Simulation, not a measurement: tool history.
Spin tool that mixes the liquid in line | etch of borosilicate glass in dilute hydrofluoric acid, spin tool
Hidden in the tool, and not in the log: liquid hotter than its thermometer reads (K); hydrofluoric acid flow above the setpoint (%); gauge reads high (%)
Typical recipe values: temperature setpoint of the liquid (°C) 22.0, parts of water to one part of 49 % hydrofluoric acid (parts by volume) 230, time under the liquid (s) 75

| run | hour | temperature setpoint of the liquid (°C) | parts of water to one part of 49 % hydrofluoric acid (parts by volume) | time under the liquid (s) | wafers since the last listed run | hours since the thermometer was replaced | hours since the hydrofluoric acid flow meter was replaced | hours since the gauge calibration | read-back film thickness of the borosilicate glass reference wafer, read on the same gauge (nm) | thickness taken off the borosilicate glass on a monitor wafer (Å) |
|---|---|---|---|---|---|---|---|---|---|---|
| 1 | 0.0 | 22.0 | 230 | 75 | 0 | 2554.6 | 1283.8 | 223.3 | 40.02 | 69.8 |
| 2 | 7.4 | 22.0 | 230 | 75 | 50 | 2562.0 | 1291.2 | 230.7 | 39.98 | 70.1 |
| 3 | 14.5 | 22.0 | 230 | 75 | 48 | 2569.1 | 1298.3 | 237.8 | 40.02 | 69.6 |
| 4 | 20.6 | 22.0 | 230 | 75 | 41 | 2575.2 | 1304.4 | 243.9 | 40.02 | 70.0 |
| 5 | 29.7 | 22.0 | 230 | 75 | 62 | 2584.3 | 1313.5 | 253.0 | 39.99 | 69.9 |
| 6 | 46.2 | 22.0 | 230 | 75 | 112 | 2600.8 | 1330.0 | 269.5 | 40.00 | 70.3 |
| 7 | 53.7 | 22.0 | 230 | 75 | 51 | 2608.3 | 1337.5 | 277.0 | 39.99 | 69.6 |
| 8 | 60.1 | 22.0 | 230 | 75 | 43 | 2614.7 | 1343.9 | 283.4 | 39.99 | 70.3 |
| 9 | 75.6 | 22.0 | 230 | 75 | 105 | 2630.2 | 1359.4 | 298.9 | 39.99 | 70.2 |
| 10 | 90.9 | 22.0 | 230 | 90 | 104 | 2645.5 | 1374.7 | 314.2 | 40.00 | 84.3 |
| 11 | 102.8 | 22.0 | 230 | 90 | 81 | 2657.4 | 1386.6 | 326.1 | 40.00 | 84.4 |
| 12 | 114.3 | 25.5 | 230 | 75 | 78 | 2668.9 | 1398.1 | 337.6 | 39.96 | 80.8 |

Run 13 comes next. What will it give?
| 13 | 129.9 | 22.0 | 315 | 75 | 106 | 2684.5 | 1413.7 | 353.2 | ? | ? |

{"run 13": {"read-back film thickness of the borosilicate glass reference wafer, read on the same gauge (nm)": 40.01, "thickness taken off the borosilicate glass on a monitor wafer (Å)": 48.5}}
Had the tool carried no hidden state, the very same run would have given thickness taken off the borosilicate glass on a monitor wafer (Å) 41.9.

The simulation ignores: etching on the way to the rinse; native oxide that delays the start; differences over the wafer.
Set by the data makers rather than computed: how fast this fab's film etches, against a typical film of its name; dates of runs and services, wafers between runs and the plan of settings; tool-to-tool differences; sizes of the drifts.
